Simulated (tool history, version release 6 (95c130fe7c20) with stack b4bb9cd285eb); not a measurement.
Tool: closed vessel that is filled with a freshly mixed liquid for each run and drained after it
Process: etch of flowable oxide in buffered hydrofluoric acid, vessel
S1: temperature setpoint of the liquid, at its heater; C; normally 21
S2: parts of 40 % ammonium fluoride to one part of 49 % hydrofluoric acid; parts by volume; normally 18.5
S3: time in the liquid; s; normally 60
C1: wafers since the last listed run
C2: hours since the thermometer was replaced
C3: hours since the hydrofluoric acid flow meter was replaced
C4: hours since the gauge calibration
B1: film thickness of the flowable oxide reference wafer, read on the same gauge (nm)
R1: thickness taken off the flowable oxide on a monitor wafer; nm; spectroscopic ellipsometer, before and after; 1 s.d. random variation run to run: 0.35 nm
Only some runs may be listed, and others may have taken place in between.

run    hour    S1    S2  S3     C1      C2      C3      C4      B1      R1
  1       0    21  18.5  60      0    2186  1599.6  2223.7  113.76   86.03
  2    30.7    21  18.5  60   4519  2216.7  1630.3  2254.4  113.86    86.2
  3    62.2    21  18.5  60   4637  2248.2  1661.8  2285.9   113.9   85.67
  4   126.6    21  18.5  60   9481  2312.6  1726.2  2350.3  114.11   86.03
      154.5  -- hydrofluoric acid flow meter replaced
  5   185.9    21  18.5  60   8583  2371.9    31.4  2409.6  114.32   86.76
  6   248.3    21  18.5  60   9187  2434.3    93.8    2472  114.44   86.08
  7   289.7    21  18.5  60   6095  2475.7   135.2  2513.4  114.56   86.51
  8   357.3    21  18.5  60   9952  2543.3   202.8    2581  114.76   86.95
  9   390.6    20  18.5  80   4902  2576.6   236.1  2614.3  114.89  110.21
 10     431    24    14  50   5948    2617   276.5  2654.7  115.01  112.74
 11   459.6    17  18.5  85   4210  2645.6   305.1  2683.3   115.1   99.47
 12   488.5  17.5  18.5  80   4254  2674.5     334  2712.2  115.21   95.55
 13   541.9  17.5    11  70   7861  2727.9   387.4  2765.6  115.36  138.98
      590.5  -- gauge calibrated
      620.6  -- thermometer replaced
 14   702.6  24.5    24  40  23512      82   548.1   112.1  110.68    54.8
 15   747.4    21    14  60   6595   126.8   592.9   156.9  110.67  110.84
 16   782.5  19.5  18.5  50   5167   161.9     628     192  110.67   64.35
 17   853.7    24  18.5  95  10482   233.1   699.2   263.2  110.73  155.82
 18   903.9    21  18.5  60   7390   283.3   749.4   313.4   110.7   83.53
 19   935.6  24.5    21  60   4667     315   781.1   345.1  110.67   91.01
 20   991.9    19    14  60   8288   371.3   837.4   401.4  110.76   98.04
 21  1057.2    18  18.5  60   9613   436.6   902.7   466.7  110.82   71.31
 22  1104.3    21  22.5  50   6934   483.7   949.8   513.8   110.8   60.16
 23    1173    21    16  40  10114   552.4  1018.5   582.5  110.84   64.66
 24  1212.6    21  18.5  60   5830     592  1058.1   622.1  110.93   84.08
 25  1283.6    21  18.5  85  10453     663  1129.1   693.1  110.94  117.83
 26  1320.4  17.5  22.5  40   5417   699.8  1165.9   729.9  111.01   39.14
 27  1349.7    17  13.5  85   4313   729.1  1195.2   759.2     111  129.95
 28    1463    17  24.5  40  16680   842.4  1308.5   872.5  111.12   35.99
 29  1511.4    24  18.5  90   7125   890.8  1356.9   920.9  111.18  149.46
 30  1563.5    21  18.5  60   7670   942.9    1409     973  111.22   84.57
 31  1591.9    21  18.5  60   4181   971.3  1437.4  1001.4  111.32    84.2
 32  1624.5    21  18.5  35   4799  1003.9    1470    1034  111.29   49.06
 33  1663.3    21  18.5  60   5712  1042.7  1508.8  1072.8  111.35   84.33

Consider 4 possible next runs. They are alternatives, not a sequence: every one starts from the tool as it was left by run 33. What does each give?
  A  1664    23  18.5  60  103  1043.4  1509.5  1073.5   ?   ?
  B  1664  18.5  18.5  60  103  1043.4  1509.5  1073.5   ?   ?
  C  1664    21  18.5  80  103  1043.4  1509.5  1073.5   ?   ?
  D  1664  19.5  18.5  70  103  1043.4  1509.5  1073.5   ?   ?

run      B1      R1
  A  111.35   93.77
  B  111.35   72.93
  C  111.35  111.91
  D  111.35   90.03
Had the tool no hidden state, the same runs would have come out as:
run      R1
  A   92.63
  B   72.04
  C  110.55
  D   88.94
